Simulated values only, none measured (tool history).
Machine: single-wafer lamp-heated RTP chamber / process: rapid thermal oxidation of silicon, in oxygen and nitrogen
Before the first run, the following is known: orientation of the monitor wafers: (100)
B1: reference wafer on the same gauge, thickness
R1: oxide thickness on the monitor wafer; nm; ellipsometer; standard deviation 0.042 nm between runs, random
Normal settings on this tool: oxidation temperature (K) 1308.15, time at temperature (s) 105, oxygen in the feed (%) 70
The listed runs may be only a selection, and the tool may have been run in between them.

{"run": 1, "hour": 0.0, "oxidation temperature (K)": 1324.15, "time at temperature (s)": 92, "oxygen in the feed (%)": 70, "B1": 11.037, "R1": 9.879}
{"run": 2, "hour": 39.6, "oxidation temperature (K)": 1324.15, "time at temperature (s)": 92, "oxygen in the feed (%)": 70, "B1": 11.043, "R1": 9.791}
{"run": 3, "hour": 110.3, "oxidation temperature (K)": 1324.15, "time at temperature (s)": 92, "oxygen in the feed (%)": 70, "B1": 11.08, "R1": 9.76}
{"run": 4, "hour": 180.9, "oxidation temperature (K)": 1294.15, "time at temperature (s)": 105, "oxygen in the feed (%)": 70, "B1": 11.119, "R1": 8.518}
{"run": 5, "hour": 247.6, "oxidation temperature (K)": 1294.15, "time at temperature (s)": 105, "oxygen in the feed (%)": 70, "B1": 11.132, "R1": 8.46}
{"run": 6, "hour": 288.6, "oxidation temperature (K)": 1294.15, "time at temperature (s)": 105, "oxygen in the feed (%)": 70, "B1": 11.152, "R1": 8.431}
{"hour": 306.6, "done": "gauge calibrated"}
{"run": 7, "hour": 347.1, "oxidation temperature (K)": 1308.15, "time at temperature (s)": 105, "oxygen in the feed (%)": 70, "B1": 10.882, "R1": 9.158}
{"run": 8, "hour": 414.9, "oxidation temperature (K)": 1308.15, "time at temperature (s)": 105, "oxygen in the feed (%)": 70, "B1": 10.911, "R1": 9.194}
{"hour": 425.4, "done": "pyrometer window cleaned and pyrometer calibrated"}
{"run": 9, "hour": 478.9, "oxidation temperature (K)": 1308.15, "time at temperature (s)": 105, "oxygen in the feed (%)": 70, "B1": 10.959, "R1": 9.284}
{"hour": 487.0, "done": "oxygen flow controller replaced"}
{"run": 10, "hour": 512.1, "oxidation temperature (K)": 1280.15, "time at temperature (s)": 59, "oxygen in the feed (%)": 70, "B1": 10.961, "R1": 5.835}
{"run": 11, "hour": 543.2, "oxidation temperature (K)": 1288.15, "time at temperature (s)": 151, "oxygen in the feed (%)": 96, "B1": 10.961, "R1": 10.507}
{"run": 12, "hour": 582.9, "oxidation temperature (K)": 1286.15, "time at temperature (s)": 125, "oxygen in the feed (%)": 70, "B1": 10.981, "R1": 8.515}
{"run": 13, "hour": 641.4, "oxidation temperature (K)": 1308.15, "time at temperature (s)": 75, "oxygen in the feed (%)": 70, "B1": 10.988, "R1": 7.903}
{"run": 14, "hour": 691.5, "oxidation temperature (K)": 1308.15, "time at temperature (s)": 74, "oxygen in the feed (%)": 98, "B1": 11.012, "R1": 8.929}
{"run": 15, "hour": 744.7, "oxidation temperature (K)": 1308.15, "time at temperature (s)": 105, "oxygen in the feed (%)": 70, "B1": 11.038, "R1": 9.309}
{"run": 16, "hour": 804.1, "oxidation temperature (K)": 1308.15, "time at temperature (s)": 74, "oxygen in the feed (%)": 98, "B1": 11.046, "R1": 8.984}
{"run": 17, "hour": 852.2, "oxidation temperature (K)": 1281.15, "time at temperature (s)": 137, "oxygen in the feed (%)": 81, "B1": 11.091, "R1": 9.15}
{"run": 18, "hour": 902.9, "oxidation temperature (K)": 1308.15, "time at temperature (s)": 105, "oxygen in the feed (%)": 70, "B1": 11.103, "R1": 9.408}

Branching from run 18: 4 alternative next runs. What would each branch give?
{"run": "A", "hour": 903.3, "oxidation temperature (K)": 1292.15, "time at temperature (s)": 105, "oxygen in the feed (%)": 70, "B1": "?", "R1": "?"}
{"run": "B", "hour": 903.3, "oxidation temperature (K)": 1308.15, "time at temperature (s)": 74, "oxygen in the feed (%)": 58, "B1": "?", "R1": "?"}
{"run": "C", "hour": 903.3, "oxidation temperature (K)": 1308.15, "time at temperature (s)": 105, "oxygen in the feed (%)": 83, "B1": "?", "R1": "?"}
{"run": "D", "hour": 903.3, "oxidation temperature (K)": 1323.15, "time at temperature (s)": 105, "oxygen in the feed (%)": 70, "B1": "?", "R1": "?"}

run=A B1=11.097 R1=8.235
run=B B1=11.097 R1=7.373
run=C B1=11.097 R1=9.813
run=D B1=11.097 R1=10.246
The same runs, with their run-to-run variation unchanged, on a tool lacking any hidden condition would have given:
run=A R1=8.042
run=B R1=7.200
run=C R1=9.583
run=D R1=10.006

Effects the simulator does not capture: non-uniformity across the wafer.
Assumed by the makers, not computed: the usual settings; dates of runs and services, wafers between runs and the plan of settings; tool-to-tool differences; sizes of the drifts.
